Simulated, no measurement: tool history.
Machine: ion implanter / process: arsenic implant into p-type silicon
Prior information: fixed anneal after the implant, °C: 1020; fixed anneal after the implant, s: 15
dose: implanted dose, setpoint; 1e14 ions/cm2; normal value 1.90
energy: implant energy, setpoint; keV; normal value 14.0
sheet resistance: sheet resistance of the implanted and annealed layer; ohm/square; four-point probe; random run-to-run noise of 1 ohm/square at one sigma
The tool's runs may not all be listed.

run     day  dose  energy  read-back reference wafer on the same gauge, sheet resistance  sheet resistance
  1   0.000  2.22    14.0                                                         384.97            410.83
  2   1.104  1.90    14.0                                                         385.27            460.73
  3   2.438  1.90    14.0                                                         385.33            461.01
  4   3.629  1.90    14.0                                                         384.66            460.37
  5   5.842  2.25    14.0                                                         385.09            402.64
  6   6.779  2.25    14.0                                                         384.97            403.89
  7   7.625  2.25    14.0                                                         385.07            402.82
  8   8.242  2.07    14.0                                                         384.84            429.27
  9   9.471  2.07    14.0                                                         384.75            428.45
 10  10.492  2.07    14.0                                                         385.16            428.48
 11  11.338  1.90    15.5                                                         384.63            450.72
 12  12.225  1.90    14.0                                                         384.98            456.28
 13  12.904  1.90    14.0                                                         385.18            458.22
 14  13.750  1.90    14.0                                                         384.96            455.69
 15  17.379  1.90    14.0                                                         384.62            455.19
 16  17.967  2.08    12.0                                                         385.09            432.31
 17  18.579  1.90    10.5                                                         384.46            470.61
     19.088  -- extraction supply calibrated
 18  19.725  2.15    14.0                                                         385.08            413.66
 19  20.454  1.40    16.0                                                         385.13            561.66
 20  21.025  1.90    14.0                                                         384.90            454.31
 21  21.696  2.28    17.5                                                         385.14            386.23
 22  23.154  2.21    12.5                                                         384.86            410.57
 23  24.408  1.90    14.0                                                         384.87            453.72
 24  25.712  1.40    16.0                                                         384.83            560.82
 25  27.179  1.90    14.0                                                         384.90            455.02
     27.821  -- Faraday cup replaced and dose calibrated
 26  27.842  1.90    14.0                                                         385.06            467.86
 27  28.762  2.20    11.5                                                         384.89            428.31
     28.762  -- gauge calibrated
 28  29.708  2.29    15.5                                                         384.75            401.08
 29  30.521  1.90    11.5                                                         384.79            475.85
 30  31.762  1.90    11.5                                                         384.72            474.35
 31  32.788  2.38    10.5                                                         384.94            403.53
 32  33.854  1.43    11.5                                                         384.86            588.74
 33  35.300  1.90    14.0                                                         385.09            462.82
 34  35.812  2.24    14.0                                                         384.91            408.57
 35  36.996  1.56    16.0                                                         385.13            526.72
 36  38.262  2.33    19.0                                                         384.71            379.16

Predict each of these 5 candidate next runs independently; none follows another, all start after run 36:
  A  38.279  2.46    14.0                                                              ?                 ?
  B  38.279  1.90    18.5                                                              ?                 ?
  C  38.279  2.46    17.0                                                              ?                 ?
  D  38.279  1.43    18.0                                                              ?                 ?
  E  38.279  2.20    18.0                                                              ?                 ?

run  read-back reference wafer on the same gauge, sheet resistance  sheet resistance
  A                                                         385.00            377.78
  B                                                         385.00            443.74
  C                                                         385.00            369.23
  D                                                         385.00            550.34
  E                                                         385.00            398.86
Without the tool's hidden state the same runs would have given:
run  sheet resistance
  A            383.96
  B            450.89
  C            375.23
  D            559.05
  E            405.32
